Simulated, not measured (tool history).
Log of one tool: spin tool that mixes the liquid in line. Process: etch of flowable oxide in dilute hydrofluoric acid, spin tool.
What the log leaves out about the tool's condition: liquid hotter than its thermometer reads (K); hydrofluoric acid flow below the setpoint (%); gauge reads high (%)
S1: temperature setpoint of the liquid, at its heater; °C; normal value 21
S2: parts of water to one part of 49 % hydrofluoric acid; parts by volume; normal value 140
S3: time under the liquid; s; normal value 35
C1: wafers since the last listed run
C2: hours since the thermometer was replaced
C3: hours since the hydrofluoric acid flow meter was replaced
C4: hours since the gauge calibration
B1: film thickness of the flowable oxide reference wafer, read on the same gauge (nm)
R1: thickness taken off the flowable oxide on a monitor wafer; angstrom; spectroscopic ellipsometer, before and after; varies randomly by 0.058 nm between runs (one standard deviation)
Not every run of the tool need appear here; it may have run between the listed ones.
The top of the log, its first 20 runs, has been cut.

run	day	S1	S2	S3	C1	C2	C3	C4	B1	R1
21	49.217	17.5	140	50	397	2801.9	957.3	453.1	39.97	100.4
# day 49.817: thermometer replaced
22	51.05	21	140	35	613	29.6	1001.3	497.1	39.99	77.9
23	53.612	21	160	35	876	91.1	1062.8	558.6	39.97	65.5
24	56.25	23.5	140	35	902	154.4	1126.1	621.9	40.02	85.2
25	58.142	22.5	100	35	647	199.8	1171.5	667.3	39.98	120.6
26	60.925	21	140	35	952	266.6	1238.3	734.1	39.97	78.9
27	62.633	24.5	140	45	584	307.6	1279.3	775.1	40.01	114.8
28	71.196	21	140	35	2930	513.1	1484.8	980.6	39.99	78.5
29	73.808	18.5	200	40	894	575.8	1547.5	1043.3	39.99	53.4
30	75.25	17	80	20	493	610.4	1582.1	1077.9	39.99	70
31	77.467	21	120	35	758	663.6	1635.3	1131.1	40.01	93.2
32	79.467	21	165	20	684	711.6	1683.3	1179.1	40.06	36.7
33	81.817	21	140	35	804	768	1739.7	1235.5	40	78.1

Here are 5 independent what-if runs from the current tool condition. What would each one return?
A	81.833	21	140	35	5	768.4	1740.1	1235.9	?	?
B	81.833	17	200	25	5	768.4	1740.1	1235.9	?	?
C	81.833	21	100	35	5	768.4	1740.1	1235.9	?	?
D	81.833	18.5	190	45	5	768.4	1740.1	1235.9	?	?
E	81.833	17	205	50	5	768.4	1740.1	1235.9	?	?

run	B1	R1
A	40.03	78.2
B	40.03	31.4
C	40.03	114.4
D	40.03	63.8
E	40.03	61
Without the tool's unlogged condition, the same runs would have read:
run	R1
A	77.3
B	31.1
C	113.1
D	63
E	60.3

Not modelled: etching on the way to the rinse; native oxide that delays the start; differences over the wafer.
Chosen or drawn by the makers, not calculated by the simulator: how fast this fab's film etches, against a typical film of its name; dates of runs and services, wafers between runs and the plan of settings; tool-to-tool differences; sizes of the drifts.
